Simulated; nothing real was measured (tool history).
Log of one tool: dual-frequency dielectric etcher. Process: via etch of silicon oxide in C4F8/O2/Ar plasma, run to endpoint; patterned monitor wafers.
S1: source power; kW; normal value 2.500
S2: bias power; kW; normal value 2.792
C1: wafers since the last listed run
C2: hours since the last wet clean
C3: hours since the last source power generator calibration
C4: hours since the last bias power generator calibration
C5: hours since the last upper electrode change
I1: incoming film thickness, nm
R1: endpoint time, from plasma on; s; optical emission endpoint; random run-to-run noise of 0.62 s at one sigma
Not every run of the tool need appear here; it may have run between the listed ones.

| run | hour | S1 | S2 | C1 | C2 | C3 | C4 | C5 | I1 | R1 |
|---|---|---|---|---|---|---|---|---|---|---|
| 1 | 0.0 | 2.050 | 2.792 | 0 | 6.7 | 3454.7 | 3840.6 | 2745.4 | 1274.0 | 218.2 |
| 2 | 16.5 | 2.500 | 2.792 | 138 | 23.2 | 3471.2 | 3857.1 | 2761.9 | 1263.1 | 205.5 |
| 3 | 39.9 | 2.330 | 3.250 | 196 | 46.6 | 3494.6 | 3880.5 | 2785.3 | 1271.6 | 204.1 |
| 4 | 68.0 | 2.330 | 3.250 | 235 | 74.7 | 3522.7 | 3908.6 | 2813.4 | 1271.8 | 204.3 |
| 5 | 97.4 | 2.500 | 2.792 | 246 | 104.1 | 3552.1 | 3938.0 | 2842.8 | 1258.5 | 205.3 |
| 6 | 114.3 | 2.500 | 2.792 | 141 | 121.0 | 3569.0 | 3954.9 | 2859.7 | 1271.1 | 206.8 |
| 7 | 133.8 | 2.500 | 2.792 | 163 | 140.5 | 3588.5 | 3974.4 | 2879.2 | 1260.1 | 206.4 |
| 8 | 149.2 | 2.370 | 2.792 | 129 | 155.9 | 3603.9 | 3989.8 | 2894.6 | 1274.5 | 212.0 |
| 9 | 163.7 | 2.370 | 2.792 | 121 | 170.4 | 3618.4 | 4004.3 | 2909.1 | 1263.4 | 209.9 |
| 10 | 176.4 | 2.680 | 3.263 | 106 | 183.1 | 3631.1 | 4017.0 | 2921.8 | 1278.8 | 198.2 |
| 11 | 209.6 | 2.680 | 3.263 | 278 | 216.3 | 3664.3 | 4050.2 | 2955.0 | 1262.1 | 196.1 |
| 12 | 223.3 | 2.680 | 3.263 | 114 | 230.0 | 3678.0 | 4063.9 | 2968.7 | 1264.1 | 196.3 |
| 13 | 251.2 | 2.210 | 2.792 | 234 | 257.9 | 3705.9 | 4091.8 | 2996.6 | 1274.6 | 219.6 |
| 14 | 291.3 | 2.210 | 2.792 | 336 | 298.0 | 3746.0 | 4131.9 | 3036.7 | 1271.5 | 218.7 |
| 15 | 306.4 | 2.500 | 2.792 | 126 | 313.1 | 3761.1 | 4147.0 | 3051.8 | 1272.3 | 211.0 |
| 16 | 318.8 | 3.010 | 3.333 | 104 | 325.5 | 3773.5 | 4159.4 | 3064.2 | 1264.8 | 189.7 |
| 17 | 338.1 | 2.780 | 2.792 | 161 | 344.8 | 3792.8 | 4178.7 | 3083.5 | 1263.1 | 203.2 |
| 18 | 367.2 | 2.720 | 2.096 | 244 | 373.9 | 3821.9 | 4207.8 | 3112.6 | 1267.5 | 216.4 |
|  | 375.8 | source power generator calibrated |
| 19 | 393.0 | 2.820 | 3.214 | 182 | 399.7 | 17.2 | 4233.6 | 3138.4 | 1261.6 | 194.9 |
| 20 | 411.1 | 2.320 | 2.425 | 151 | 417.8 | 35.3 | 4251.7 | 3156.5 | 1256.4 | 220.4 |
| 21 | 431.2 | 2.500 | 3.358 | 168 | 437.9 | 55.4 | 4271.8 | 3176.6 | 1268.6 | 202.3 |
| 22 | 458.6 | 2.500 | 2.792 | 229 | 465.3 | 82.8 | 4299.2 | 3204.0 | 1255.7 | 208.9 |
|  | 487.1 | upper electrode replaced |
|  | 491.8 | wet clean of the chamber |
| 23 | 492.3 | 2.920 | 3.087 | 42 | 0.5 | 116.5 | 4332.9 | 5.2 | 1264.4 | 190.2 |
| 24 | 504.9 | 1.910 | 2.997 | 105 | 13.1 | 129.1 | 4345.5 | 17.8 | 1286.6 | 222.8 |
| 25 | 524.8 | 2.780 | 3.251 | 167 | 33.0 | 149.0 | 4365.4 | 37.7 | 1267.6 | 192.0 |
| 26 | 538.7 | 3.020 | 2.792 | 116 | 46.9 | 162.9 | 4379.3 | 51.6 | 1265.0 | 193.2 |
| 27 | 558.6 | 2.950 | 3.370 | 167 | 66.8 | 182.8 | 4399.2 | 71.5 | 1259.0 | 185.0 |
| 28 | 585.9 | 2.890 | 3.117 | 229 | 94.1 | 210.1 | 4426.5 | 98.8 | 1264.8 | 191.7 |
| 29 | 618.8 | 2.170 | 3.077 | 276 | 127.0 | 243.0 | 4459.4 | 131.7 | 1271.0 | 211.6 |
|  | 629.0 | bias power generator calibrated |
| 30 | 650.5 | 2.500 | 2.792 | 232 | 158.7 | 274.7 | 21.5 | 163.4 | 1270.8 | 208.1 |
| 31 | 681.8 | 3.110 | 3.227 | 262 | 190.0 | 306.0 | 52.8 | 194.7 | 1269.7 | 187.8 |
| 32 | 712.2 | 2.330 | 3.250 | 255 | 220.4 | 336.4 | 83.2 | 225.1 | 1261.7 | 204.0 |
| 33 | 819.7 | 2.500 | 2.792 | 902 | 327.9 | 443.9 | 190.7 | 332.6 | 1258.7 | 206.3 |
| 34 | 832.8 | 2.500 | 3.016 | 109 | 341.0 | 457.0 | 203.8 | 345.7 | 1257.7 | 205.0 |

Subtracting, for every run, the result it would have given without the tool's unlogged condition from the measured result gives the following. The same run-to-run variation enters both numbers; the gauge's scatter may not:
Unlogged tool condition in this case: etch rate over this chamber's usual, %; source power that arrives over what is set, %; bias power that arrives over what is set, %.
| run | R1 |
|---|---|
| 1 | +0.3 |
| 2 | +0.4 |
| 3 | +0.7 |
| 4 | +1.0 |
| 5 | +1.4 |
| 6 | +1.6 |
| 7 | +1.8 |
| 8 | +2.0 |
| 9 | +2.1 |
| 10 | +2.2 |
| 11 | +2.5 |
| 12 | +2.7 |
| 13 | +3.4 |
| 14 | +3.9 |
| 15 | +3.9 |
| 16 | +3.6 |
| 17 | +4.2 |
| 18 | +4.7 |
| 19 | +4.5 |
| 20 | +5.4 |
| 21 | +5.2 |
| 22 | +5.7 |
| 23 | -0.6 |
| 24 | -0.6 |
| 25 | -0.3 |
| 26 | -0.1 |
| 27 | +0.1 |
| 28 | +0.4 |
| 29 | +0.8 |
| 30 | +1.2 |
| 31 | +1.4 |
| 32 | +1.9 |
| 33 | +3.2 |
| 34 | +3.3 |
